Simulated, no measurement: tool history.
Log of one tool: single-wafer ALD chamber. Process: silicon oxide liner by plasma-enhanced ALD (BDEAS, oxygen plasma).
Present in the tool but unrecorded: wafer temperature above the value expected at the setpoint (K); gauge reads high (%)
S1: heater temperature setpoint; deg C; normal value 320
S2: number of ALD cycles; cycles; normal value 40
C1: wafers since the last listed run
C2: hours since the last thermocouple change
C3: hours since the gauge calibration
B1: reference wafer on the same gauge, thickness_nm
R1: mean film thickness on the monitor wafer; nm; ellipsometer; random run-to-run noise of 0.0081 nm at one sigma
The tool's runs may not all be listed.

run 1 hour=0.0 | S1=320 S2=40 | C1=0 C2=1677.2 C3=261.0 | B1=3.615 | R1=3.285
run 2 hour=19.1 | S1=320 S2=40 | C1=195 C2=1696.3 C3=280.1 | B1=3.615 | R1=3.288
run 3 hour=38.5 | S1=320 S2=40 | C1=198 C2=1715.7 C3=299.5 | B1=3.621 | R1=3.303
run 4 hour=67.3 | S1=320 S2=40 | C1=294 C2=1744.5 C3=328.3 | B1=3.625 | R1=3.305
run 5 hour=82.4 | S1=320 S2=40 | C1=154 C2=1759.6 C3=343.4 | B1=3.625 | R1=3.302
run 6 hour=110.6 | S1=320 S2=40 | C1=288 C2=1787.8 C3=371.6 | B1=3.630 | R1=3.323
-- hour=112.9 gauge calibrated
run 7 hour=138.4 | S1=320 S2=40 | C1=284 C2=1815.6 C3=25.5 | B1=3.566 | R1=3.251
run 8 hour=172.9 | S1=320 S2=40 | C1=353 C2=1850.1 C3=60.0 | B1=3.570 | R1=3.259
run 9 hour=206.6 | S1=320 S2=40 | C1=344 C2=1883.8 C3=93.7 | B1=3.575 | R1=3.261
run 10 hour=233.2 | S1=320 S2=40 | C1=272 C2=1910.4 C3=120.3 | B1=3.581 | R1=3.262
run 11 hour=267.7 | S1=320 S2=40 | C1=353 C2=1944.9 C3=154.8 | B1=3.585 | R1=3.261
run 12 hour=280.0 | S1=324 S2=40 | C1=125 C2=1957.2 C3=167.1 | B1=3.588 | R1=3.233
run 13 hour=295.3 | S1=320 S2=34 | C1=156 C2=1972.5 C3=182.4 | B1=3.587 | R1=2.781
run 14 hour=312.8 | S1=320 S2=40 | C1=179 C2=1990.0 C3=199.9 | B1=3.591 | R1=3.257
-- hour=385.8 thermocouple changed; heater temperature recalibrated
run 15 hour=386.3 | S1=328 S2=40 | C1=670 C2=0.5 C3=273.4 | B1=3.600 | R1=3.249
run 16 hour=412.6 | S1=320 S2=43 | C1=269 C2=26.8 C3=299.7 | B1=3.606 | R1=3.532
run 17 hour=429.1 | S1=320 S2=40 | C1=168 C2=43.3 C3=316.2 | B1=3.609 | R1=3.294
run 18 hour=456.3 | S1=310 S2=43 | C1=278 C2=70.5 C3=343.4 | B1=3.611 | R1=3.587
run 19 hour=468.9 | S1=311 S2=36 | C1=128 C2=83.1 C3=356.0 | B1=3.613 | R1=2.984
-- hour=479.9 gauge calibrated
run 20 hour=490.6 | S1=314 S2=40 | C1=222 C2=104.8 C3=10.7 | B1=3.573 | R1=3.275
run 21 hour=510.2 | S1=320 S2=40 | C1=200 C2=124.4 C3=30.3 | B1=3.574 | R1=3.264
run 22 hour=537.2 | S1=315 S2=40 | C1=276 C2=151.4 C3=57.3 | B1=3.580 | R1=3.264
run 23 hour=555.7 | S1=326 S2=40 | C1=189 C2=169.9 C3=75.8 | B1=3.581 | R1=3.245
run 24 hour=586.0 | S1=328 S2=46 | C1=310 C2=200.2 C3=106.1 | B1=3.587 | R1=3.713
run 25 hour=605.1 | S1=320 S2=40 | C1=195 C2=219.3 C3=125.2 | B1=3.589 | R1=3.285

Below are 3 alternative next runs, each starting from the tool's condition after run 25. Predict each:
run A hour=605.6 | S1=306 S2=40 | C1=5 C2=219.8 C3=125.7 | B1=? | R1=?
run B hour=605.6 | S1=310 S2=44 | C1=5 C2=219.8 C3=125.7 | B1=? | R1=?
run C hour=605.6 | S1=309 S2=40 | C1=5 C2=219.8 C3=125.7 | B1=? | R1=?

run=A B1=3.591 R1=3.319
run=B B1=3.591 R1=3.633
run=C B1=3.591 R1=3.306
With no hidden state in the tool, these same runs would have given:
run=A R1=3.301
run=B R1=3.613
run=C R1=3.288
